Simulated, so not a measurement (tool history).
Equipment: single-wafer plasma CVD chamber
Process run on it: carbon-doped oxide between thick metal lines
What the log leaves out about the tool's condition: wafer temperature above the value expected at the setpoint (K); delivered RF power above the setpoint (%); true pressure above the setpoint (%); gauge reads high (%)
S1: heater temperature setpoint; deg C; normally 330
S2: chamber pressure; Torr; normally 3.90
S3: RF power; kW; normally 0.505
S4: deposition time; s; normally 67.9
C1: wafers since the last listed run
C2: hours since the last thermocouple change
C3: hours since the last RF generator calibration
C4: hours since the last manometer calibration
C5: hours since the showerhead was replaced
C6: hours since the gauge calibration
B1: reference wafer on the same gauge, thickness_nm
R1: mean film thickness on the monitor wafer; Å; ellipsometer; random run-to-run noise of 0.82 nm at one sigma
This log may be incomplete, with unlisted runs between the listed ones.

run 1 hour=0.0 | S1=330 S2=3.90 S3=0.505 S4=58.5 | C1=0 C2=1021.7 C3=726.1 C4=2316.7 C5=4668.4 C6=527.1 | B1=357.941 | R1=3193.29
-- hour=24.7 showerhead replaced
run 2 hour=25.2 | S1=330 S2=3.90 S3=0.505 S4=58.5 | C1=330 C2=1046.9 C3=751.3 C4=2341.9 C5=0.5 C6=552.3 | B1=357.335 | R1=3184.66
run 3 hour=54.3 | S1=330 S2=3.90 S3=0.505 S4=58.5 | C1=559 C2=1076.0 C3=780.4 C4=2371.0 C5=29.6 C6=581.4 | B1=357.538 | R1=3200.94
run 4 hour=75.1 | S1=330 S2=3.90 S3=0.505 S4=67.9 | C1=399 C2=1096.8 C3=801.2 C4=2391.8 C5=50.4 C6=602.2 | B1=357.160 | R1=3691.43
run 5 hour=90.8 | S1=330 S2=3.90 S3=0.505 S4=67.9 | C1=301 C2=1112.5 C3=816.9 C4=2407.5 C5=66.1 C6=617.9 | B1=357.177 | R1=3697.67
run 6 hour=103.1 | S1=330 S2=3.90 S3=0.435 S4=67.9 | C1=236 C2=1124.8 C3=829.2 C4=2419.8 C5=78.4 C6=630.2 | B1=357.016 | R1=3405.89
run 7 hour=119.4 | S1=330 S2=3.90 S3=0.505 S4=67.9 | C1=313 C2=1141.1 C3=845.5 C4=2436.1 C5=94.7 C6=646.5 | B1=357.082 | R1=3682.85
run 8 hour=153.9 | S1=330 S2=3.90 S3=0.505 S4=73.1 | C1=662 C2=1175.6 C3=880.0 C4=2470.6 C5=129.2 C6=681.0 | B1=356.559 | R1=3961.35
-- hour=167.6 RF generator calibrated
run 9 hour=186.6 | S1=318 S2=4.75 S3=0.575 S4=67.9 | C1=474 C2=1208.3 C3=19.0 C4=2503.3 C5=161.9 C6=713.7 | B1=356.602 | R1=4328.28
run 10 hour=216.8 | S1=330 S2=3.90 S3=0.505 S4=67.9 | C1=580 C2=1238.5 C3=49.2 C4=2533.5 C5=192.1 C6=743.9 | B1=356.199 | R1=3665.86
run 11 hour=241.6 | S1=318 S2=4.66 S3=0.505 S4=67.9 | C1=476 C2=1263.3 C3=74.0 C4=2558.3 C5=216.9 C6=768.7 | B1=355.615 | R1=4024.57
run 12 hour=265.8 | S1=330 S2=3.65 S3=0.560 S4=67.9 | C1=465 C2=1287.5 C3=98.2 C4=2582.5 C5=241.1 C6=792.9 | B1=355.950 | R1=3833.81
run 13 hour=290.6 | S1=330 S2=3.90 S3=0.505 S4=81.3 | C1=476 C2=1312.3 C3=123.0 C4=2607.3 C5=265.9 C6=817.7 | B1=355.510 | R1=4400.98
run 14 hour=312.3 | S1=322 S2=3.16 S3=0.575 S4=54.7 | C1=416 C2=1334.0 C3=144.7 C4=2629.0 C5=287.6 C6=839.4 | B1=355.295 | R1=3128.96
run 15 hour=328.8 | S1=330 S2=3.10 S3=0.450 S4=76.2 | C1=317 C2=1350.5 C3=161.2 C4=2645.5 C5=304.1 C6=855.9 | B1=355.191 | R1=3721.28
run 16 hour=343.4 | S1=330 S2=3.90 S3=0.505 S4=67.9 | C1=280 C2=1365.1 C3=175.8 C4=2660.1 C5=318.7 C6=870.5 | B1=355.089 | R1=3660.94
run 17 hour=357.3 | S1=321 S2=3.90 S3=0.585 S4=67.9 | C1=267 C2=1379.0 C3=189.7 C4=2674.0 C5=332.6 C6=884.4 | B1=354.809 | R1=4075.33
-- hour=366.0 capacitance manometer re-zeroed and calibrated
run 18 hour=373.1 | S1=339 S2=3.90 S3=0.505 S4=67.9 | C1=149 C2=1394.8 C3=205.5 C4=7.1 C5=348.4 C6=900.2 | B1=354.653 | R1=3553.83
-- hour=422.3 thermocouple changed; heater temperature recalibrated
-- hour=422.8 gauge calibrated
run 19 hour=441.6 | S1=330 S2=3.90 S3=0.505 S4=67.9 | C1=1162 C2=19.3 C3=274.0 C4=75.6 C5=416.9 C6=18.8 | B1=359.573 | R1=3713.89
run 20 hour=470.2 | S1=318 S2=3.07 S3=0.505 S4=67.9 | C1=549 C2=47.9 C3=302.6 C4=104.2 C5=445.5 C6=47.4 | B1=360.047 | R1=3735.42
run 21 hour=500.3 | S1=330 S2=3.90 S3=0.505 S4=67.9 | C1=578 C2=78.0 C3=332.7 C4=134.3 C5=475.6 C6=77.5 | B1=359.944 | R1=3719.32
run 22 hour=524.9 | S1=330 S2=3.90 S3=0.470 S4=67.9 | C1=472 C2=102.6 C3=357.3 C4=158.9 C5=500.2 C6=102.1 | B1=359.630 | R1=3580.13
run 23 hour=540.2 | S1=330 S2=3.90 S3=0.505 S4=67.9 | C1=294 C2=117.9 C3=372.6 C4=174.2 C5=515.5 C6=117.4 | B1=359.701 | R1=3723.66
run 24 hour=567.2 | S1=330 S2=4.79 S3=0.505 S4=67.9 | C1=518 C2=144.9 C3=399.6 C4=201.2 C5=542.5 C6=144.4 | B1=359.789 | R1=3906.64
run 25 hour=588.3 | S1=319 S2=3.90 S3=0.505 S4=67.9 | C1=405 C2=166.0 C3=420.7 C4=222.3 C5=563.6 C6=165.5 | B1=359.529 | R1=3880.91
run 26 hour=623.1 | S1=330 S2=3.90 S3=0.505 S4=67.9 | C1=668 C2=200.8 C3=455.5 C4=257.1 C5=598.4 C6=200.3 | B1=359.825 | R1=3710.49
run 27 hour=674.0 | S1=330 S2=3.90 S3=0.505 S4=67.9 | C1=978 C2=251.7 C3=506.4 C4=308.0 C5=649.3 C6=251.2 | B1=359.799 | R1=3721.27

Entry by entry between the runs, the difference in hidden state between the last listed run before and the first listed run after:
Between runs 1 and 2: showerhead replaced (hour 24.7)
  gauge reads high (%): -0.346 -> -0.39
  what was measured, less what the result would be without the hidden state, R1: -11.09 -> -12.47 Å
Between runs 8 and 9: RF generator calibrated (hour 167.6)
  gauge reads high (%): -0.646 -> -0.72
  what was measured, less what the result would be without the hidden state, R1: -25.77 -> -31.38 Å
Between runs 17 and 18: capacitance manometer re-zeroed and calibrated (hour 366.0)
  gauge reads high (%): -1.16 -> -1.21
  what was measured, less what the result would be without the hidden state, R1: -47.84 -> -43.37 Å
Between runs 18 and 19: thermocouple changed; heater temperature recalibrated (hour 422.3); gauge calibrated (hour 422.8)
  gauge reads high (%): -1.21 -> 0.238
  what was measured, less what the result would be without the hidden state, R1: -43.37 -> +8.82 Å
